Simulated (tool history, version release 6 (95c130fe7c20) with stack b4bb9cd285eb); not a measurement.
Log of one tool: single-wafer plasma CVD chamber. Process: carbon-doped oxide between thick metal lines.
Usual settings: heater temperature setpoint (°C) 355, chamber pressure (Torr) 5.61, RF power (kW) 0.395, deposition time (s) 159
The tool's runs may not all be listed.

run,hour,heater temperature setpoint (°C),chamber pressure (Torr),RF power (kW),deposition time (s),wafers since the last listed run,hours since the last thermocouple change,hours since the last RF generator calibration,hours since the last manometer calibration,hours since the showerhead was replaced,hours since the gauge calibration,"read-back reference wafer on the same gauge, thickness_nm",mean film thickness on the monitor wafer (angstrom)
1,0,355,5.61,0.395,159,0,1277.4,2014.2,2279.7,3729,129.3,577.78,6957.83
2,12.1,355,5.61,0.395,159,126,1289.5,2026.3,2291.8,3741.1,141.4,578.153,6947.25
3,18.1,355,5.61,0.395,159,62,1295.5,2032.3,2297.8,3747.1,147.4,577.795,6936.92
4,30.2,355,5.61,0.395,159,126,1307.6,2044.4,2309.9,3759.2,159.5,578.177,6943.28
5,45.1,355,5.61,0.395,159,155,1322.5,2059.3,2324.8,3774.1,174.4,578.283,6906.23
6,60.9,355,5.61,0.395,159,164,1338.3,2075.1,2340.6,3789.9,190.2,578.442,6895.83
7,72.8,355,5.61,0.395,159,123,1350.2,2087,2352.5,3801.8,202.1,578.888,6986.87
8,85.1,355,5.61,0.395,159,128,1362.5,2099.3,2364.8,3814.1,214.4,577.893,6943.89
# hour 103.5: capacitance manometer re-zeroed and calibrated
9,104,355,5.61,0.395,159,113,1381.4,2118.2,0.5,3833,233.3,577.971,6958.64
# hour 110.8: gauge calibrated
# hour 114: thermocouple changed; heater temperature recalibrated
# hour 115.8: showerhead replaced
10,116.3,355,5.61,0.395,159,26,2.3,2130.5,12.8,0.5,5.5,578.177,6924.61
11,125.6,355,5.61,0.395,159,96,11.6,2139.8,22.1,9.8,14.8,578.334,6922.16
12,136.2,355,6.44,0.395,159,110,22.2,2150.4,32.7,20.4,25.4,578.459,7024.7
13,151.9,355,5.61,0.395,159,163,37.9,2166.1,48.4,36.1,41.1,577.977,6911.18
14,160.4,359,5.61,0.395,159,88,46.4,2174.6,56.9,44.6,49.6,577.611,6909.67
15,170.4,345,5.61,0.37,181,104,56.4,2184.6,66.9,54.6,59.6,577.576,7721.99
16,193.5,359,5.61,0.395,159,240,79.5,2207.7,90,77.7,82.7,578.343,6851.73
17,206.2,342,5.99,0.445,128,132,92.2,2220.4,102.7,90.4,95.4,578.3,6420.75
18,223.8,355,5.61,0.46,159,183,109.8,2238,120.3,108,113,577.617,7797.48
19,238.7,369,5.61,0.33,159,155,124.7,2252.9,135.2,122.9,127.9,578.049,5758.91
20,290.6,366,5.61,0.45,159,540,176.6,2304.8,187.1,174.8,179.8,577.694,7462.99
# hour 307.1: RF generator calibrated
21,307.6,355,5.61,0.395,159,93,193.6,0.5,204.1,191.8,196.8,577.925,6969.66
22,322.7,360,5.1,0.32,136,157,208.7,15.6,219.2,206.9,211.9,577.857,4937.35
23,334,355,5.61,0.395,159,117,220,26.9,230.5,218.2,223.2,578.126,6937.96
24,351.3,348,6.22,0.395,159,180,237.3,44.2,247.8,235.5,240.5,578.597,7121.73
25,360.8,355,6.95,0.395,159,98,246.8,53.7,257.3,245,250,578.242,7031.23
26,378.6,344,5.24,0.43,159,185,264.6,71.5,275.1,262.8,267.8,577.951,7624.74
27,391.6,355,4.66,0.395,172,135,277.6,84.5,288.1,275.8,280.8,577.935,7433.49
28,404.1,348,6.45,0.33,185,130,290.1,97,300.6,288.3,293.3,578.273,7194.69
29,413.2,368,5.61,0.395,159,94,299.2,106.1,309.7,297.4,302.4,577.664,6685.34

The tool's hidden state at each run:
wafer temperature above the value expected at the setpoint (K): 0 in every run
delivered RF power above the setpoint (%): 0 in every run
true pressure above the setpoint (%): 0 in every run
gauge reads high (%): 0 in every run

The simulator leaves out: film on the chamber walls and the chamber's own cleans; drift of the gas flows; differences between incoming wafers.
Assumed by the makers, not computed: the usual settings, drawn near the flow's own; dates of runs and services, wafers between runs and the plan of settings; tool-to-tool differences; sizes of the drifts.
